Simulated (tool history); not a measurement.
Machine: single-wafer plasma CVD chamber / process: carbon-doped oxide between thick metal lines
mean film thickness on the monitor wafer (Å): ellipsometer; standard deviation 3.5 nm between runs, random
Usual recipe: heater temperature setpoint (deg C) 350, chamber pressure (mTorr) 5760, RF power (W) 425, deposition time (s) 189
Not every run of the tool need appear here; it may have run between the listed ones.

run,hour,heater temperature setpoint (deg C),chamber pressure (mTorr),RF power (W),deposition time (s),wafers since the last listed run,hours since the last thermocouple change,hours since the last RF generator calibration,hours since the last manometer calibration,hours since the showerhead was replaced,hours since the gauge calibration,"read-back reference wafer on the same gauge, thickness_nm",mean film thickness on the monitor wafer (Å)
1,0,350,5760,425,189,0,2643.6,935.2,834.9,3243.3,99.9,948.761,7353.82
2,8.9,350,5760,425,189,76,2652.5,944.1,843.8,3252.2,108.8,949.427,7330.1
3,26.8,350,5760,425,189,153,2670.4,962,861.7,3270.1,126.7,948.934,7391.57
# hour 40: RF generator calibrated
4,44.6,350,5760,425,189,83,2688.2,4.6,879.5,3287.9,144.5,948.23,8000.33
# hour 53.1: showerhead replaced
5,53.6,350,5760,425,189,8,2697.2,13.6,888.5,0.5,153.5,949.182,7978.83
# hour 61.9: capacitance manometer re-zeroed and calibrated
6,63.3,350,5760,425,189,14,2706.9,23.3,1.4,10.2,163.2,948.836,7978.7
7,79.1,350,5760,425,212,135,2722.7,39.1,17.2,26,179,949.097,8953.81
8,89.2,350,5760,425,212,86,2732.8,49.2,27.3,36.1,189.1,947.963,8907.25
9,102.4,350,5760,425,212,112,2746,62.4,40.5,49.3,202.3,946.243,8893.59
10,126,350,5760,425,189,201,2769.6,86,64.1,72.9,225.9,949.027,7952.5
11,134.1,365,5760,425,189,69,2777.7,94.1,72.2,81,234,951.069,7640.5
12,141.3,350,5760,425,189,61,2784.9,101.3,79.4,88.2,241.2,946.85,8009.95
# hour 156.4: gauge calibrated
13,157.1,354,5190,425,189,135,2800.7,117.1,95.2,104,0.7,948.649,7767.61
14,167.8,359,5760,425,221,91,2811.4,127.8,105.9,114.7,11.4,950.175,9079.67
15,182.3,340,5760,425,189,124,2825.9,142.3,120.4,129.2,25.9,946.806,8127.24
# hour 203.8: thermocouple changed; heater temperature recalibrated
16,204.3,355,4470,385,161,119,0.5,164.3,142.4,151.2,47.9,949.621,5876.25
17,208.8,350,5760,425,189,38,5,168.8,146.9,155.7,52.4,949.485,7936.4
18,218.7,350,4340,365,164,84,14.9,178.7,156.8,165.6,62.3,951.024,5702.29
19,231.9,350,5760,425,189,112,28.1,191.9,170,178.8,75.5,949.35,7943.84
20,241.8,365,5760,425,189,84,38,201.8,179.9,188.7,85.4,948.905,7579.89
21,250.6,350,5760,470,189,75,46.8,210.6,188.7,197.5,94.2,947.537,8621.1
22,260.9,350,5760,425,211,88,57.1,220.9,199,207.8,104.5,949.309,8847.34
23,270.7,350,5190,425,189,83,66.9,230.7,208.8,217.6,114.3,948.627,7851.55
24,287.1,338,6200,460,189,140,83.3,247.1,225.2,234,130.7,949.057,8886.71
25,302.8,350,6140,425,189,134,99,262.8,240.9,249.7,146.4,948.063,7980.29
26,334.1,354,4380,425,189,267,130.3,294.1,272.2,281,177.7,949.552,7541.52
27,342.9,350,5760,425,189,75,139.1,302.9,281,289.8,186.5,950.11,7938.53

Predict each of these 5 candidate next runs independently; none follows another, all start after run 27:
A,343.4,350,5760,425,189,4,139.6,303.4,281.5,290.3,187,?,?
B,343.4,343,6730,370,189,4,139.6,303.4,281.5,290.3,187,?,?
C,343.4,350,4610,485,189,4,139.6,303.4,281.5,290.3,187,?,?
D,343.4,350,4500,425,189,4,139.6,303.4,281.5,290.3,187,?,?
E,343.4,358,4470,425,189,4,139.6,303.4,281.5,290.3,187,?,?

run,"read-back reference wafer on the same gauge, thickness_nm",mean film thickness on the monitor wafer (Å)
A,950.189,7917.41
B,950.189,7226.44
C,950.189,8547.59
D,950.189,7638.8
E,950.189,7463.51
The same runs, with their run-to-run variation unchanged, on a tool lacking any hidden condition would have given:
run,mean film thickness on the monitor wafer (Å)
A,7984.14
B,7290.03
C,8609.63
D,7703.18
E,7526.42
